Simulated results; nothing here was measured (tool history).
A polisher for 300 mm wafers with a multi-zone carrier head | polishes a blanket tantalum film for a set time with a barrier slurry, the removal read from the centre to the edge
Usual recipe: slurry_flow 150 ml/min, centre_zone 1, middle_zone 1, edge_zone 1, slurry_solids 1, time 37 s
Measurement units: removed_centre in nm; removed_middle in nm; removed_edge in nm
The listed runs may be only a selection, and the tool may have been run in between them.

run	hour	slurry_flow	centre_zone	middle_zone	edge_zone	slurry_solids	time	wafers since the last listed run	wafers polished on this pad	hours since the slurry nozzle was cleaned	hours since the centre zone pressure was calibrated	hours since the edge zone pressure was calibrated	hours since the carrier head's membrane was replaced	incoming thickness of the incoming film, nm	removed_centre	removed_middle	removed_edge
1	0	150	1	0.93	1	1	37	0	823	234.8	849.3	20.5	464.4	241	108.3	93	102.2
2	21.6	150	0.95	0.94	1.11	1.2	37	191	1014	256.4	870.9	42.1	486	244.3	107.8	101.4	112.4
3	46.9	150	1	1	0.89	1	32	224	1239	281.7	896.2	67.4	511.3	242.2	94.3	86.7	84
4	68.3	185	0.97	1	1	1	37	189	1428	303.1	917.6	88.8	532.7	240.7	111.4	105.9	105.1
5	87.5	150	1.04	1	1	1	37	170	1599	322.3	936.8	108	551.9	238.6	111.8	100	101.5
6	104.7	150	1	1	1	1	37	152	1751	339.5	954	125.2	569.1	242.7	108.7	99.1	101.4
# hour 133.1: worn pad replaced by a new one
7	133.6	150	1	1	1	1	44	220	4	368.4	982.9	154.1	598	241.6	130	117.6	120.6
8	154.5	150	1	1	1	1	37	185	189	389.3	1003.8	175	618.9	242.9	109.8	98.1	102
9	174.5	150	1	1	1	1	37	177	367	409.3	1023.8	195	638.9	241.7	108.8	98.3	103.3
10	195.4	150	1.11	1	1	0.85	37	185	552	430.2	1044.7	215.9	659.8	239.8	112.8	95.2	95.1
11	222.1	195	1	1	1	1.25	37	236	789	456.9	1071.4	242.6	686.5	240.4	123.9	115.1	114.4
# hour 225.5: centre zone pressure recalibrated
12	236	150	1	1	1	1	37	105	895	470.8	10.5	256.5	700.4	237.3	101.3	99.2	101.9
# hour 261: slurry nozzle cleaned
13	262.4	150	1	1	1	1	37	225	1120	1.4	36.9	282.9	726.8	237.9	102.7	99.9	102.5
14	285.1	150	1.07	1	1	1.25	37	201	1321	24.1	59.6	305.6	749.5	243	119.4	106.7	108.1
15	316.5	150	1	1	1	1	37	278	1600	55.5	91	337	780.9	236.8	103.1	97.9	101.3
# hour 325.6: worn pad replaced by a new one
# hour 380: carrier head's membrane replaced by a new one
16	407.4	150	1	0.97	1	1	42	726	681	146.4	181.9	427.9	27.4	239	117.1	108.7	114
17	442.8	120	1	1	1.05	1.1	37	314	995	181.8	217.3	463.3	62.8	240	95.2	89.5	97.7
18	470.2	150	1	0.88	1	0.8	49	243	1238	209.2	244.7	490.7	90.2	241.2	126.4	107.5	124
19	492.1	150	0.91	1	1	0.75	37	194	1432	231.1	266.6	512.6	112.1	239.4	87	90.2	90.5
20	525.8	150	1	1	1.11	1.1	37	298	1731	264.8	300.3	546.3	145.8	237	108.4	101.1	107
# hour 540.3: worn pad replaced by a new one
21	620.1	150	1	1	1.05	1.25	37	801	708	359.1	394.6	640.6	240.1	240.3	113.8	107.1	109.8

What differs in the tool's unlogged condition from the final listed run ahead of each entry between runs to the first listed run following it?
Logged between run 6 and run 7: worn pad replaced by a new one (hour 133.1)
  deviation of the centre zone's pressure from its setpoint, %: 7.21 -> 7.25
  the result without the hidden state subtracted from the measured one, removed_centre: +7.4 -> +8.9 nm
Logged between run 11 and run 12: centre zone pressure recalibrated (hour 225.5)
  deviation of the centre zone's pressure from its setpoint, %: 7.34 -> 0.615
  the result without the hidden state subtracted from the measured one, removed_centre: +8.6 -> +0.7 nm
Logged between run 12 and run 13: slurry nozzle cleaned (hour 261)
  deviation of the centre zone's pressure from its setpoint, %: 0.615 -> 1.08
  the result without the hidden state subtracted from the measured one, removed_centre: +0.7 -> +1.1 nm
Logged between run 15 and run 16: worn pad replaced by a new one (hour 325.6); carrier head's membrane replaced by a new one (hour 380)
  deviation of the centre zone's pressure from its setpoint, %: 1.92 -> 3.08
  the result without the hidden state subtracted from the measured one, removed_centre: +1.9 -> +3.5 nm
Logged between run 20 and run 21: worn pad replaced by a new one (hour 540.3)
  deviation of the centre zone's pressure from its setpoint, %: 4.2 -> 4.86
  the result without the hidden state subtracted from the measured one, removed_centre: +4.4 -> +5.3 nm
